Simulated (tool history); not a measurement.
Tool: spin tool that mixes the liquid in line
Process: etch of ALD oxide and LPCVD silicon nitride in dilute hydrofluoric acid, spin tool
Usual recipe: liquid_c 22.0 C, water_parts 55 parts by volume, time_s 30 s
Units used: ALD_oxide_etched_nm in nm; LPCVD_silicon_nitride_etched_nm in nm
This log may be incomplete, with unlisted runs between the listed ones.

run	hour	liquid_c	water_parts	time_s	wafers since the last listed run	hours since the thermometer was replaced	hours since the hydrofluoric acid flow meter was replaced	hours since the gauge calibration	read-back film thickness of the ALD oxide reference wafer, read on the same gauge (nm)	read-back film thickness of the LPCVD silicon nitride reference wafer, read on the same gauge (nm)	ALD_oxide_etched_nm	LPCVD_silicon_nitride_etched_nm
1	0.0	22.0	55	15	0	1543.3	536.2	354.9	90.01	80.023	7.35	0.090
2	23.1	22.0	55	15	215	1566.4	559.3	378.0	89.98	80.015	7.38	0.082
3	39.5	22.0	55	15	153	1582.8	575.7	394.4	90.00	80.016	7.39	0.072
4	57.7	24.5	55	30	170	1601.0	593.9	412.6	89.99	79.999	16.06	0.186
# hour 74.4: gauge calibrated
5	75.4	24.5	55	30	165	1618.7	611.6	1.0	89.99	80.009	16.22	0.199
6	92.8	20.5	55	30	162	1636.1	629.0	18.4	90.01	80.010	13.67	0.150
7	123.7	22.0	55	25	288	1667.0	659.9	49.3	90.00	79.963	12.07	0.146
8	136.6	22.0	55	25	120	1679.9	672.8	62.2	89.98	80.020	12.23	0.139
9	154.9	22.0	55	30	171	1698.2	691.1	80.5	90.00	80.004	14.61	0.159
10	182.0	22.0	55	30	253	1725.3	718.2	107.6	90.00	79.975	14.54	0.158
11	209.0	22.0	55	30	252	1752.3	745.2	134.6	89.99	79.990	14.61	0.173
12	265.3	22.0	55	50	526	1808.6	801.5	190.9	89.99	80.020	24.10	0.333
13	286.0	24.0	30	30	193	1829.3	822.2	211.6	89.99	80.015	30.17	0.393
14	304.2	20.0	70	15	170	1847.5	840.4	229.8	89.98	80.008	5.12	0.057
# hour 307.3: hydrofluoric acid flow meter replaced
15	335.4	22.0	55	30	282	1878.7	28.1	261.0	90.02	80.014	14.36	0.166
16	358.0	24.0	55	40	211	1901.3	50.7	283.6	90.03	79.957	20.88	0.252
17	386.1	22.0	55	35	262	1929.4	78.8	311.7	90.00	80.022	16.92	0.187
# hour 401.5: thermometer replaced
18	404.3	17.0	30	40	160	2.8	97.0	329.9	90.04	79.996	32.76	0.333
19	438.4	19.5	45	15	318	36.9	131.1	364.0	90.00	79.984	8.93	0.106
# hour 470.7: gauge calibrated
20	473.4	24.0	55	40	327	71.9	166.1	2.7	90.00	79.967	23.20	0.378
21	507.3	26.5	55	15	316	105.8	200.0	36.6	90.01	79.994	9.55	0.143
22	530.1	26.5	55	15	213	128.6	222.8	59.4	90.01	79.994	9.54	0.158
23	551.2	18.0	30	50	197	149.7	243.9	80.5	90.02	80.000	42.09	0.383
24	567.6	25.0	55	30	153	166.1	260.3	96.9	90.02	80.008	17.84	0.213
25	583.4	19.5	45	15	147	181.9	276.1	112.7	90.00	79.997	8.78	0.095
26	617.3	22.0	75	20	316	215.8	310.0	146.6	89.98	80.030	7.58	0.095
27	638.3	22.0	55	40	196	236.8	331.0	167.6	90.02	79.944	21.18	0.268

Subtracting, for every run, the result it would have given without the tool's unlogged condition from the measured result gives the following. The same run-to-run variation enters both numbers; the gauge's scatter may not:
The tool's hidden condition here consists of: liquid colder than its thermometer reads (K); hydrofluoric acid flow above the setpoint (%); gauge reads high (%).
run	ALD_oxide_etched_nm	LPCVD_silicon_nitride_etched_nm
1	-0.69	-0.014
2	-0.71	-0.013
3	-0.72	-0.012
4	-1.54	-0.031
5	-1.56	-0.033
6	-1.38	-0.025
7	-1.23	-0.025
8	-1.25	-0.025
9	-1.52	-0.028
10	-1.54	-0.028
11	-1.56	-0.031
12	-2.68	-0.063
13	-3.41	-0.075
14	-0.58	-0.011
15	-1.66	-0.033
16	-2.41	-0.049
17	-2.02	-0.038
18	-0.04	-0.001
19	-0.03	-0.001
20	-0.12	-0.004
21	-0.06	-0.001
22	-0.08	-0.002
23	-0.42	-0.006
24	-0.19	-0.003
25	-0.10	-0.002
26	-0.10	-0.002
27	-0.31	-0.007

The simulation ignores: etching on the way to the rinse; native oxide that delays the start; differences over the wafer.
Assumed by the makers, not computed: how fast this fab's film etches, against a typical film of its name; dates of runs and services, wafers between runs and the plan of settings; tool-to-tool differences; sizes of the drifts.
